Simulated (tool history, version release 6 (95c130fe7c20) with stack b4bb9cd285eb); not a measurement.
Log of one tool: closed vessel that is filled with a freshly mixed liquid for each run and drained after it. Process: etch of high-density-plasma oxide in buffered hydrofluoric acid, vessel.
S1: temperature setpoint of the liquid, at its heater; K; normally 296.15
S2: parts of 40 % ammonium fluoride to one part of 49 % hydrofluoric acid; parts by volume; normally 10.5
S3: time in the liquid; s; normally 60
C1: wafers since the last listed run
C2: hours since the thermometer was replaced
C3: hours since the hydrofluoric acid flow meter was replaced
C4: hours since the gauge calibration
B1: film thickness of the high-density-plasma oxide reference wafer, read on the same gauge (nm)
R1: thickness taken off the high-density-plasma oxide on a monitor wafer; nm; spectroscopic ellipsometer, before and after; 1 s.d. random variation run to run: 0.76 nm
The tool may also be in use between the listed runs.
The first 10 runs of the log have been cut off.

run    hour      S1    S2  S3     C1      C2      C3      C4     B1      R1
 11   493.1  299.65  10.5  60   4236  2406.6   608.6   906.2  80.01  110.11
 12   540.8  296.15     9  60   5645  2454.3   656.3   953.9  80.01  102.69
 13   574.8  296.15     9  60   4023  2488.3   690.3   987.9     80  103.49
 14   624.7  296.15     7  60   5905  2538.2   740.2  1037.8  80.03  131.65
 15   663.2  296.15  10.5  60   4556  2576.7   778.7  1076.3  79.99   88.73
 16   700.1  296.15  10.5  60   4366  2613.6   815.6  1113.2  80.02   89.61
 17   745.9  301.15     9  75   5420  2659.4   861.4    1159     80  166.81
 18   798.1  300.65     7  50   6177  2711.6   913.6  1211.2  79.97  137.76
      801.5  -- thermometer replaced
 19   841.4  296.15    12  60   5005    39.9   956.9  1254.5  80.01   84.35
 20   889.3  300.15  12.5  75   5668    87.8  1004.8  1302.4  79.99  126.76
 21   954.4  296.15     9  50   7704   152.9  1069.9  1367.5  80.01   90.83
 22  1011.2  294.65     7  85   6721   209.7  1126.7  1424.3     80  179.76
     1059.2  -- hydrofluoric acid flow meter replaced
 23  1062.7  301.15  10.5  30   5976   261.2     3.5  1475.8  80.01   66.36
     1090.2  -- gauge calibrated
 24  1119.5  298.65    12  80   6721     318    60.3    29.3     80  135.15
 25  1182.7  296.15  10.5  60   7479   381.2   123.5    92.5  80.04   99.83
 26  1251.7  296.15  10.5  60   8165   450.2   192.5   161.5  79.95  100.12
 27  1282.9  293.65  12.5  40   3692   481.4   223.7   192.7  79.97   48.36
 28  1353.6  297.65    13  60   8366   552.1   294.4   263.4  79.98   87.76
 29    1533  296.15  10.5  60  21231   731.5   473.8   442.8     80   97.11
 30  1598.5  292.15  10.5  60   7751     797   539.3   508.3  80.02   77.34

Forecast each of these 5 alternatives for the next run:
  A  1599.2  296.15  10.5  60  82  797.7  540  509   ?   ?
  B  1599.2  296.15  13.5  85  82  797.7  540  509   ?   ?
  C  1599.2  293.15  11.5  60  82  797.7  540  509   ?   ?
  D  1599.2  298.15    14  70  82  797.7  540  509   ?   ?
  E  1599.2  298.65     7  90  82  797.7  540  509   ?   ?

run     B1      R1
  A  80.01   97.82
  B  80.01  108.37
  C  80.01   75.74
  D  80.01    96.1
  E  80.01  246.45
What these runs would have given with no unlogged condition in the tool:
run      R1
  A  104.74
  B  116.06
  C   81.16
  D  102.87
  E   264.7

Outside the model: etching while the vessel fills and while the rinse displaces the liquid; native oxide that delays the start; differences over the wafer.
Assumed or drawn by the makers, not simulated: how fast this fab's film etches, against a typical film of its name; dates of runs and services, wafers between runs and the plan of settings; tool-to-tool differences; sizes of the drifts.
